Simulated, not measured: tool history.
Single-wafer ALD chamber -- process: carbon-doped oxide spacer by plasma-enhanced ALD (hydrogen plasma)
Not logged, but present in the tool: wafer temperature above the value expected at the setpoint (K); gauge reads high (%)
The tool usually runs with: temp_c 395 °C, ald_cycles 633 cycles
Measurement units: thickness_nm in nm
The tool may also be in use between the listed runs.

run,hour,temp_c,ald_cycles,wafers since the last listed run,hours since the last thermocouple change,hours since the gauge calibration,"read-back reference wafer on the same gauge, thickness_nm",thickness_nm
1,0,395,685,0,709.1,703,36.521,32.913
2,33.4,395,685,13,742.5,736.4,36.489,32.882
3,82.3,395,685,20,791.4,785.3,36.518,32.833
4,121.5,395,633,16,830.6,824.5,36.495,30.488
5,180.5,386,592,24,889.6,883.5,36.489,28.546
6,243.4,386,592,26,952.5,946.4,36.51,28.501
7,306.4,395,633,26,1015.5,1009.4,36.572,30.624
# hour 365.7: gauge calibrated
8,375.8,395,633,29,1084.9,10.1,36.438,30.375
9,416.3,395,633,16,1125.4,50.6,36.456,30.551
10,451.2,395,633,14,1160.3,85.5,36.499,30.445
11,521.5,395,633,29,1230.6,155.8,36.483,30.435
12,559.6,395,633,15,1268.7,193.9,36.463,30.399
13,608.3,395,633,20,1317.4,242.6,36.499,30.342
14,637.5,395,633,12,1346.6,271.8,36.512,30.599
15,683.1,395,633,19,1392.2,317.4,36.475,30.394
16,754.9,395,633,30,1464,389.2,36.516,30.442
17,808.1,395,633,22,1517.2,442.4,36.491,30.359
18,844,395,633,15,1553.1,478.3,36.536,30.657
19,896.3,395,633,21,1605.4,530.6,36.509,30.472
20,921.1,410,749,10,1630.2,555.4,36.459,34.782
# hour 934.2: thermocouple changed; heater temperature recalibrated
21,948.3,395,676,8,14.1,582.6,36.464,32.604
22,989.8,386,694,17,55.6,624.1,36.517,33.386
23,1151.9,382,743,67,217.7,786.2,36.563,35.798
24,1214.5,384,745,26,280.3,848.8,36.472,35.986

Estimate the outcome of run 25 from the log above:
25,1286.2,395,633,30,352,920.5,?,?

Run 25 gave read-back reference wafer on the same gauge, thickness_nm 36.495, thickness_nm 30.373 nm.
Without the tool's hidden state the same run would have given thickness_nm 30.373 nm.
